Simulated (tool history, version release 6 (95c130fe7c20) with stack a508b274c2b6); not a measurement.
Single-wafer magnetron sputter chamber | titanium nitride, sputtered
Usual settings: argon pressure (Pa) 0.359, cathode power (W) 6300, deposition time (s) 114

run   hour  argon pressure (Pa)  cathode power (W)  deposition time (s)  read-back reference wafer on the same gauge, thickness_nm  mean film thickness on the monitor wafer (angstrom)
  1    0.0                0.359               6300                  130                                                    149.977                                              1525.12
  2   13.4                0.359               6300                  130                                                    150.039                                              1522.87
  3   26.0                0.359               6300                  130                                                    150.024                                              1528.19
  4   41.2                0.359               7200                  114                                                    150.047                                              1494.38
  5   58.5                0.359               6300                  114                                                    149.937                                              1341.86
  6   69.0                0.359               6300                  114                                                    149.890                                              1339.55
  7   81.0                0.359               6300                  114                                                    149.961                                              1339.63
  8  113.1                0.359               6300                  123                                                    150.055                                              1441.89
  9  113.4                0.359               5700                  131                                                    149.689                                              1416.02
 10  127.9                0.245               5200                  106                                                    150.143                                              1090.50
 11  134.0                0.445               7200                  114                                                    150.017                                              1466.37
 12  146.2                0.239               7650                  121                                                    149.899                                              1743.83
 13  153.7                0.469               5100                  102                                                    149.968                                               974.42
 14  167.8                0.359               6300                  130                                                    149.859                                              1520.55

Not shown: 4 entries that the log had between the listed runs. Between which runs, and how does the tool's hidden state differ before and after?
Between runs 4 and 5: capacitance manometer re-zeroed and calibrated (hour 50.4)
  no hidden state differs between the two runs
Between runs 7 and 8: magnet pack replaced (hour 104.3); gauge calibrated (hour 110.6); sputter target and shields replaced (hour 112.6)
  no hidden state differs between the two runs

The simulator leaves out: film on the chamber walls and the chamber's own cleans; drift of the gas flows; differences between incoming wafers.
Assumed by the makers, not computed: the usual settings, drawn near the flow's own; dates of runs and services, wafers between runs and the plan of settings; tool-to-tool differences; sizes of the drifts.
